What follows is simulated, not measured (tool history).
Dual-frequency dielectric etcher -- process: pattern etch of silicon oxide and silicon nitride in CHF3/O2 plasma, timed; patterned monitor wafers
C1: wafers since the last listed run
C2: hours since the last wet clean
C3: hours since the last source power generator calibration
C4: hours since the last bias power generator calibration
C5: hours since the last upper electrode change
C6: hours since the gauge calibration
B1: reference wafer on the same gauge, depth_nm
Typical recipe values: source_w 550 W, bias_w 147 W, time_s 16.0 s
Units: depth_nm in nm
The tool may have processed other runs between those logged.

Run 1, hour 0.0: usual settings but source_w 650 W; C1 0; C2 0.5; C3 1593.8; C4 1646.8; C5 5473.7; C6 1263.0; B1 19.35. Result: depth_nm 24.44 nm.
Run 2, hour 18.4: usual settings but source_w 650 W; C1 242; C2 18.9; C3 1612.2; C4 1665.2; C5 5492.1; C6 1281.4; B1 19.33. Result: depth_nm 24.71 nm.
Run 3, hour 40.0: usual settings but source_w 660 W; C1 284; C2 40.5; C3 1633.8; C4 1686.8; C5 5513.7; C6 1303.0; B1 19.32. Result: depth_nm 24.61 nm.
At hour 63.9: gauge calibrated.
Run 4, hour 82.5: usual settings but source_w 660 W; C1 559; C2 83.0; C3 1676.3; C4 1729.3; C5 5556.2; C6 18.6; B1 20.00. Result: depth_nm 25.58 nm.
Run 5, hour 110.2: usual settings but source_w 660 W; C1 364; C2 110.7; C3 1704.0; C4 1757.0; C5 5583.9; C6 46.3; B1 20.01. Result: depth_nm 25.52 nm.
Run 6, hour 122.6: usual settings; C1 163; C2 123.1; C3 1716.4; C4 1769.4; C5 5596.3; C6 58.7; B1 20.01. Result: depth_nm 23.42 nm.
Run 7, hour 135.4: usual settings; C1 168; C2 135.9; C3 1729.2; C4 1782.2; C5 5609.1; C6 71.5; B1 20.02. Result: depth_nm 23.50 nm.
Run 8, hour 163.8: usual settings; C1 373; C2 164.3; C3 1757.6; C4 1810.6; C5 5637.5; C6 99.9; B1 20.03. Result: depth_nm 23.40 nm.
At hour 191.5: upper electrode replaced.
Run 9, hour 199.1: usual settings but time_s 20.0 s; C1 148; C2 199.6; C3 1792.9; C4 1845.9; C5 7.6; C6 135.2; B1 20.00. Result: depth_nm 29.27 nm.
Run 10, hour 224.8: usual settings but time_s 13.0 s; C1 338; C2 225.3; C3 1818.6; C4 1871.6; C5 33.3; C6 160.9; B1 20.02. Result: depth_nm 19.02 nm.
Run 11, hour 251.5: usual settings but time_s 14.0 s; C1 351; C2 252.0; C3 1845.3; C4 1898.3; C5 60.0; C6 187.6; B1 20.00. Result: depth_nm 20.61 nm.
Run 12, hour 269.9: usual settings but source_w 690 W, time_s 11.0 s; C1 242; C2 270.4; C3 1863.7; C4 1916.7; C5 78.4; C6 206.0; B1 19.98. Result: depth_nm 17.93 nm.
Run 13, hour 289.3: usual settings; C1 255; C2 289.8; C3 1883.1; C4 1936.1; C5 97.8; C6 225.4; B1 19.99. Result: depth_nm 23.20 nm.
Run 14, hour 310.6: usual settings; C1 280; C2 311.1; C3 1904.4; C4 1957.4; C5 119.1; C6 246.7; B1 19.99. Result: depth_nm 23.41 nm.
Run 15, hour 332.5: usual settings; C1 288; C2 333.0; C3 1926.3; C4 1979.3; C5 141.0; C6 268.6; B1 19.98. Result: depth_nm 23.35 nm.
Run 16, hour 360.2: usual settings but time_s 14.0 s; C1 364; C2 360.7; C3 1954.0; C4 2007.0; C5 168.7; C6 296.3; B1 19.98. Result: depth_nm 20.58 nm.
At hour 388.9: source power generator calibrated.
Run 17, hour 390.6: usual settings but source_w 490 W, bias_w 117 W, time_s 20.5 s; C1 347; C2 391.1; C3 1.7; C4 2037.4; C5 199.1; C6 326.7; B1 19.96. Result: depth_nm 26.77 nm.
Run 18, hour 418.7: usual settings but source_w 480 W, bias_w 123 W, time_s 14.5 s; C1 369; C2 419.2; C3 29.8; C4 2065.5; C5 227.2; C6 354.8; B1 19.97. Result: depth_nm 18.88 nm.
Run 19, hour 437.9: usual settings but source_w 500 W, time_s 14.0 s; C1 252; C2 438.4; C3 49.0; C4 2084.7; C5 246.4; C6 374.0; B1 19.96. Result: depth_nm 19.62 nm.
Run 20, hour 456.2: usual settings; C1 240; C2 456.7; C3 67.3; C4 2103.0; C5 264.7; C6 392.3; B1 19.94. Result: depth_nm 23.43 nm.
At hour 480.2: bias power generator calibrated.
At hour 505.7: wet clean of the chamber.
Run 21, hour 554.9: usual settings; C1 930; C2 49.2; C3 166.0; C4 74.7; C5 363.4; C6 491.0; B1 19.90. Result: depth_nm 23.36 nm.
Run 22, hour 585.3: usual settings but source_w 470 W, bias_w 129 W, time_s 14.5 s; C1 399; C2 79.6; C3 196.4; C4 105.1; C5 393.8; C6 521.4; B1 19.90. Result: depth_nm 18.78 nm.
Run 23, hour 609.0: usual settings but source_w 480 W; C1 311; C2 103.3; C3 220.1; C4 128.8; C5 417.5; C6 545.1; B1 19.89. Result: depth_nm 21.74 nm.
Run 24, hour 637.6: usual settings; C1 376; C2 131.9; C3 248.7; C4 157.4; C5 446.1; C6 573.7; B1 19.87. Result: depth_nm 23.39 nm.
Run 25, hour 696.7: usual settings but source_w 460 W, bias_w 169 W, time_s 19.5 s; C1 777; C2 191.0; C3 307.8; C4 216.5; C5 505.2; C6 632.8; B1 19.84. Result: depth_nm 27.03 nm.
Run 26, hour 710.9: usual settings but source_w 650 W, bias_w 183 W; C1 186; C2 205.2; C3 322.0; C4 230.7; C5 519.4; C6 647.0; B1 19.83. Result: depth_nm 26.71 nm.
Run 27, hour 760.5: usual settings but source_w 450 W, time_s 17.5 s; C1 652; C2 254.8; C3 371.6; C4 280.3; C5 569.0; C6 696.6; B1 19.81. Result: depth_nm 23.12 nm.
Run 28, hour 789.8: usual settings but source_w 610 W, bias_w 124 W, time_s 11.0 s; C1 385; C2 284.1; C3 400.9; C4 309.6; C5 598.3; C6 725.9; B1 19.77. Result: depth_nm 15.97 nm.
Run 29, hour 819.7: usual settings; C1 393; C2 314.0; C3 430.8; C4 339.5; C5 628.2; C6 755.8; B1 19.76. Result: depth_nm 23.09 nm.

Expected results for the next run?
Run 30, hour 849.8: usual settings but source_w 460 W; C1 396; C2 344.1; C3 460.9; C4 369.6; C5 658.3; C6 785.9; B1 ?. Result: depth_nm ?.

{"run 30": {"B1": 19.75, "depth_nm": 21.33}}
Without the tool's hidden state the same run would have given depth_nm 21.71 nm.
